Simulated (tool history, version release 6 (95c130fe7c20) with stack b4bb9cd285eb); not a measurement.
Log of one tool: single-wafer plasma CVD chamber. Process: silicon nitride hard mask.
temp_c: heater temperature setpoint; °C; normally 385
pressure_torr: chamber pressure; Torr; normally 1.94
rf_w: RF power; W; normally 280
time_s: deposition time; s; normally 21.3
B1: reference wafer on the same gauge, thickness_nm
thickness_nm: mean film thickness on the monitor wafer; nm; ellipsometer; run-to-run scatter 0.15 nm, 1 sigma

run 1 hour=0 | temp_c=385 pressure_torr=1.94 rf_w=280 time_s=21.3 | B1=20.491 | thickness_nm=25.199
run 2 hour=21.6 | temp_c=385 pressure_torr=1.94 rf_w=280 time_s=23.6 | B1=20.508 | thickness_nm=27.569
run 3 hour=53.3 | temp_c=385 pressure_torr=1.94 rf_w=280 time_s=23.6 | B1=20.485 | thickness_nm=27.605
run 4 hour=79 | temp_c=385 pressure_torr=1.94 rf_w=280 time_s=21.3 | B1=20.493 | thickness_nm=25.068
run 5 hour=97.6 | temp_c=385 pressure_torr=1.94 rf_w=280 time_s=21.3 | B1=20.49 | thickness_nm=24.92
run 6 hour=112.9 | temp_c=385 pressure_torr=1.94 rf_w=280 time_s=21.3 | B1=20.533 | thickness_nm=25.066
run 7 hour=144.4 | temp_c=385 pressure_torr=1.94 rf_w=280 time_s=21.3 | B1=20.525 | thickness_nm=25.263
-- hour=161.2 gauge calibrated
run 8 hour=164.9 | temp_c=385 pressure_torr=1.94 rf_w=270 time_s=21.3 | B1=20.486 | thickness_nm=24.264
run 9 hour=190.2 | temp_c=385 pressure_torr=1.94 rf_w=280 time_s=21.3 | B1=20.52 | thickness_nm=25.056
run 10 hour=222.1 | temp_c=385 pressure_torr=1.94 rf_w=280 time_s=21.3 | B1=20.54 | thickness_nm=25.108
run 11 hour=236.1 | temp_c=385 pressure_torr=1.94 rf_w=280 time_s=21.3 | B1=20.526 | thickness_nm=25.083
-- hour=252.7 RF generator calibrated
run 12 hour=269.6 | temp_c=385 pressure_torr=1.94 rf_w=280 time_s=21.3 | B1=20.504 | thickness_nm=25.01
run 13 hour=304.2 | temp_c=385 pressure_torr=1.94 rf_w=280 time_s=21.3 | B1=20.488 | thickness_nm=25.085
run 14 hour=318.9 | temp_c=385 pressure_torr=1.77 rf_w=280 time_s=21.3 | B1=20.534 | thickness_nm=24.294
run 15 hour=338.6 | temp_c=385 pressure_torr=1.94 rf_w=325 time_s=19 | B1=20.51 | thickness_nm=24.99
run 16 hour=351.5 | temp_c=385 pressure_torr=1.94 rf_w=280 time_s=21.3 | B1=20.505 | thickness_nm=24.991
-- hour=366.9 thermocouple changed; heater temperature recalibrated
-- hour=373.2 showerhead replaced
run 17 hour=373.7 | temp_c=400 pressure_torr=1.59 rf_w=305 time_s=20 | B1=20.492 | thickness_nm=23.471
run 18 hour=396.7 | temp_c=385 pressure_torr=2.26 rf_w=335 time_s=21.3 | B1=20.481 | thickness_nm=29.733
run 19 hour=421.1 | temp_c=385 pressure_torr=1.94 rf_w=325 time_s=19 | B1=20.496 | thickness_nm=24.843
run 20 hour=441.5 | temp_c=385 pressure_torr=1.94 rf_w=335 time_s=21.3 | B1=20.492 | thickness_nm=28.462
-- hour=454.8 capacitance manometer re-zeroed and calibrated
run 21 hour=488.4 | temp_c=385 pressure_torr=1.94 rf_w=320 time_s=22.8 | B1=20.514 | thickness_nm=29.479
run 22 hour=509.9 | temp_c=371 pressure_torr=1.6 rf_w=280 time_s=21.3 | B1=20.535 | thickness_nm=23.994
run 23 hour=528.3 | temp_c=385 pressure_torr=1.94 rf_w=280 time_s=21.3 | B1=20.49 | thickness_nm=25.064
run 24 hour=540.8 | temp_c=399 pressure_torr=1.59 rf_w=280 time_s=21.3 | B1=20.476 | thickness_nm=23.551
run 25 hour=561 | temp_c=377 pressure_torr=1.94 rf_w=310 time_s=21.3 | B1=20.519 | thickness_nm=26.857
run 26 hour=584.8 | temp_c=376 pressure_torr=1.94 rf_w=320 time_s=21.3 | B1=20.507 | thickness_nm=27.415
run 27 hour=614.2 | temp_c=377 pressure_torr=1.94 rf_w=280 time_s=21.3 | B1=20.517 | thickness_nm=24.982
run 28 hour=634.5 | temp_c=392 pressure_torr=1.94 rf_w=280 time_s=19.9 | B1=20.482 | thickness_nm=23.37
run 29 hour=652.7 | temp_c=385 pressure_torr=1.94 rf_w=280 time_s=21.3 | B1=20.524 | thickness_nm=25.107

Run-by-run hidden state of the tool:
wafer temperature above the value expected at the setpoint (K): 0 at every run
delivered RF power above the setpoint (%): 0 at every run
true pressure above the setpoint (%): 0 at every run
gauge reads high (%): 0 at every run
